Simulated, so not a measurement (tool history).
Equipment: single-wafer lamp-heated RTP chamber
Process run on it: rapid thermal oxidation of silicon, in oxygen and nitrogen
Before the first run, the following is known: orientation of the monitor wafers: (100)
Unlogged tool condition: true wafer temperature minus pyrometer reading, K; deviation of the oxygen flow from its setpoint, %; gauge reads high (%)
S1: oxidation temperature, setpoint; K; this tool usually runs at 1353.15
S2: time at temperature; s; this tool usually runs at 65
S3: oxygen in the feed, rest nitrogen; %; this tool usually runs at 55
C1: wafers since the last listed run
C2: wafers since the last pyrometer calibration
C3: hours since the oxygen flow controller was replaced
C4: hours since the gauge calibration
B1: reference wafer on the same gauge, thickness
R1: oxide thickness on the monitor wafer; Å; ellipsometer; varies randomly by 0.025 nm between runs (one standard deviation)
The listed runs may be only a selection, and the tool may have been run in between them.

{"run": 1, "hour": 0.0, "S1": 1353.15, "S2": 40, "S3": 55, "C1": 0, "C2": 818, "C3": 4508.9, "C4": 347.4, "B1": 9.166, "R1": 67.56}
{"run": 2, "hour": 21.4, "S1": 1353.15, "S2": 40, "S3": 55, "C1": 264, "C2": 1083, "C3": 4530.3, "C4": 368.8, "B1": 9.185, "R1": 67.66}
{"run": 3, "hour": 40.4, "S1": 1353.15, "S2": 65, "S3": 55, "C1": 235, "C2": 1318, "C3": 4549.3, "C4": 387.8, "B1": 9.175, "R1": 84.05}
{"run": 4, "hour": 74.9, "S1": 1353.15, "S2": 65, "S3": 55, "C1": 426, "C2": 1744, "C3": 4583.8, "C4": 422.3, "B1": 9.159, "R1": 84.84}
{"run": 5, "hour": 87.5, "S1": 1353.15, "S2": 65, "S3": 55, "C1": 155, "C2": 1900, "C3": 4596.4, "C4": 434.9, "B1": 9.163, "R1": 84.47}
{"run": 6, "hour": 113.9, "S1": 1353.15, "S2": 65, "S3": 55, "C1": 326, "C2": 2227, "C3": 4622.8, "C4": 461.3, "B1": 9.173, "R1": 84.07}
{"hour": 135.6, "done": "pyrometer window cleaned and pyrometer calibrated"}
{"run": 7, "hour": 149.2, "S1": 1353.15, "S2": 65, "S3": 55, "C1": 337, "C2": 167, "C3": 4658.1, "C4": 496.6, "B1": 9.172, "R1": 82.01}
{"run": 8, "hour": 175.2, "S1": 1361.15, "S2": 65, "S3": 55, "C1": 321, "C2": 489, "C3": 4684.1, "C4": 522.6, "B1": 9.165, "R1": 86.39}
{"run": 9, "hour": 209.2, "S1": 1361.15, "S2": 65, "S3": 55, "C1": 420, "C2": 910, "C3": 4718.1, "C4": 556.6, "B1": 9.169, "R1": 87.56}
{"hour": 210.2, "done": "gauge calibrated"}
{"hour": 242.8, "done": "oxygen flow controller replaced"}
{"run": 10, "hour": 243.3, "S1": 1353.15, "S2": 65, "S3": 46, "C1": 322, "C2": 1233, "C3": 0.5, "C4": 33.1, "B1": 9.17, "R1": 78.53}
{"run": 11, "hour": 259.5, "S1": 1353.15, "S2": 65, "S3": 55, "C1": 200, "C2": 1433, "C3": 16.7, "C4": 49.3, "B1": 9.178, "R1": 84.23}
{"run": 12, "hour": 288.7, "S1": 1353.15, "S2": 65, "S3": 55, "C1": 361, "C2": 1794, "C3": 45.9, "C4": 78.5, "B1": 9.172, "R1": 83.72}
{"hour": 301.2, "done": "pyrometer window cleaned and pyrometer calibrated"}
{"run": 13, "hour": 306.3, "S1": 1378.15, "S2": 56, "S3": 25, "C1": 118, "C2": 63, "C3": 63.5, "C4": 96.1, "B1": 9.172, "R1": 67.43}
{"run": 14, "hour": 319.8, "S1": 1365.15, "S2": 73, "S3": 44, "C1": 166, "C2": 230, "C3": 77.0, "C4": 109.6, "B1": 9.162, "R1": 86.19}
{"run": 15, "hour": 332.4, "S1": 1368.15, "S2": 65, "S3": 30, "C1": 155, "C2": 385, "C3": 89.6, "C4": 122.2, "B1": 9.17, "R1": 73.19}
{"run": 16, "hour": 363.4, "S1": 1353.15, "S2": 65, "S3": 55, "C1": 383, "C2": 769, "C3": 120.6, "C4": 153.2, "B1": 9.172, "R1": 83.47}
{"run": 17, "hour": 398.1, "S1": 1334.15, "S2": 35, "S3": 35, "C1": 429, "C2": 1198, "C3": 155.3, "C4": 187.9, "B1": 9.175, "R1": 48.31}
{"run": 18, "hour": 459.9, "S1": 1374.15, "S2": 78, "S3": 34, "C1": 764, "C2": 1963, "C3": 217.1, "C4": 249.7, "B1": 9.163, "R1": 88.5}
{"run": 19, "hour": 478.9, "S1": 1353.15, "S2": 65, "S3": 55, "C1": 235, "C2": 2198, "C3": 236.1, "C4": 268.7, "B1": 9.17, "R1": 84.98}
{"hour": 489.0, "done": "pyrometer window cleaned and pyrometer calibrated"}
{"run": 20, "hour": 493.3, "S1": 1353.15, "S2": 65, "S3": 55, "C1": 79, "C2": 53, "C3": 250.5, "C4": 283.1, "B1": 9.173, "R1": 80.81}
{"run": 21, "hour": 521.8, "S1": 1375.15, "S2": 65, "S3": 55, "C1": 352, "C2": 405, "C3": 279.0, "C4": 311.6, "B1": 9.17, "R1": 94.72}
{"run": 22, "hour": 538.0, "S1": 1353.15, "S2": 65, "S3": 55, "C1": 200, "C2": 606, "C3": 295.2, "C4": 327.8, "B1": 9.18, "R1": 82.87}
{"run": 23, "hour": 553.3, "S1": 1353.15, "S2": 65, "S3": 55, "C1": 189, "C2": 795, "C3": 310.5, "C4": 343.1, "B1": 9.173, "R1": 83.56}
{"run": 24, "hour": 586.2, "S1": 1338.15, "S2": 40, "S3": 68, "C1": 406, "C2": 1202, "C3": 343.4, "C4": 376.0, "B1": 9.171, "R1": 66.29}
{"run": 25, "hour": 636.3, "S1": 1344.15, "S2": 65, "S3": 85, "C1": 619, "C2": 1822, "C3": 393.5, "C4": 426.1, "B1": 9.165, "R1": 93.34}

Forecast each of these 4 alternatives for the next run:
{"run": "A", "hour": 636.7, "S1": 1353.15, "S2": 65, "S3": 73, "C1": 4, "C2": 1827, "C3": 393.9, "C4": 426.5, "B1": "?", "R1": "?"}
{"run": "B", "hour": 636.7, "S1": 1333.15, "S2": 65, "S3": 55, "C1": 4, "C2": 1827, "C3": 393.9, "C4": 426.5, "B1": "?", "R1": "?"}
{"run": "C", "hour": 636.7, "S1": 1353.15, "S2": 65, "S3": 36, "C1": 4, "C2": 1827, "C3": 393.9, "C4": 426.5, "B1": "?", "R1": "?"}
{"run": "D", "hour": 636.7, "S1": 1353.15, "S2": 33, "S3": 26, "C1": 4, "C2": 1827, "C3": 393.9, "C4": 426.5, "B1": "?", "R1": "?"}

run=A B1=9.165 R1=93.31
run=B B1=9.165 R1=73.97
run=C B1=9.165 R1=72.53
run=D B1=9.165 R1=48.37
The same runs, with their run-to-run variation unchanged, on a tool lacking any hidden condition would have given:
run=A R1=89.61
run=B R1=70.95
run=C R1=69.67
run=D R1=46.52

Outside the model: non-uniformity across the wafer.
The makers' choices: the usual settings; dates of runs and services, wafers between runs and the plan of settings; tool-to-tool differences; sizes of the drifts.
